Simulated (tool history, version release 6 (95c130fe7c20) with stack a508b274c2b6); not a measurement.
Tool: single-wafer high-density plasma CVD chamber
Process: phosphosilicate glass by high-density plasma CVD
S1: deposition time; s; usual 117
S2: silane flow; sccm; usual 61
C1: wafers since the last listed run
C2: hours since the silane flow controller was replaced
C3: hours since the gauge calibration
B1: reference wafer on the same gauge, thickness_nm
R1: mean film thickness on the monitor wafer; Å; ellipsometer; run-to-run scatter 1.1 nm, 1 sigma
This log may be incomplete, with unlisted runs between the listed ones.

run   hour   S1  S2   C1      C2     C3       B1       R1
  1    0.0  117  61    0  4161.9  100.5  761.324  7741.84
  2   11.9  117  61  115  4173.8  112.4  762.093  7746.03
  3   22.8  117  61  105  4184.7  123.3  761.951  7750.74
  4   36.7  117  58  134  4198.6  137.2  761.901  7362.39
  5   45.8  117  58   88  4207.7  146.3  761.785  7347.40
  6   58.9  117  58  126  4220.8  159.4  761.776  7343.71
  7   69.9  117  70  106  4231.8  170.4  762.177  8893.18
  8   86.7  103  61  162  4248.6  187.2  761.911  6819.63
  9   94.4  117  61   74  4256.3  194.9  761.998  7732.91
 10  107.2  117  61  123  4269.1  207.7  762.093  7745.10
 11  122.2  101  61  145  4284.1  222.7  762.333  6685.69
 12  130.6  108  69   81  4292.5  231.1  761.931  8079.97
 13  147.0  108  69  158  4308.9  247.5  761.841  8088.01
 14  164.1  108  69  165  4326.0  264.6  762.293  8090.03
 15  180.1  117  61  154  4342.0  280.6  762.070  7751.60
 16  190.7  117  61  102  4352.6  291.2  761.674  7730.30
 17  202.6  117  61  115  4364.5  303.1  761.361  7744.38
 18  220.2  117  61  170  4382.1  320.7  761.944  7755.27
     231.5  -- silane flow controller replaced
 19  232.0  117  61   36     0.5  332.5  761.896  7393.39
 20  236.6  117  61   44     5.1  337.1  762.260  7417.89
 21  253.1  117  61  159    21.6  353.6  762.123  7423.40
 22  305.1  117  61  503    73.6  405.6  761.855  7424.16
 23  313.5  135  50   81    82.0  414.0  761.934  7012.81
 24  328.3  117  61  143    96.8  428.8  761.872  7442.83
 25  342.2  117  61  134   110.7  442.7  762.179  7433.55
 26  357.6  117  56  148   126.1  458.1  762.133  6822.70

Run 27 comes next. What will it give?
 27  370.2  136  61  121  138.7  470.7   ?   ?

B1: 762.023
R1: 8663.50 Å
With no hidden state in the tool, this same run would have given R1 8550.40 Å.
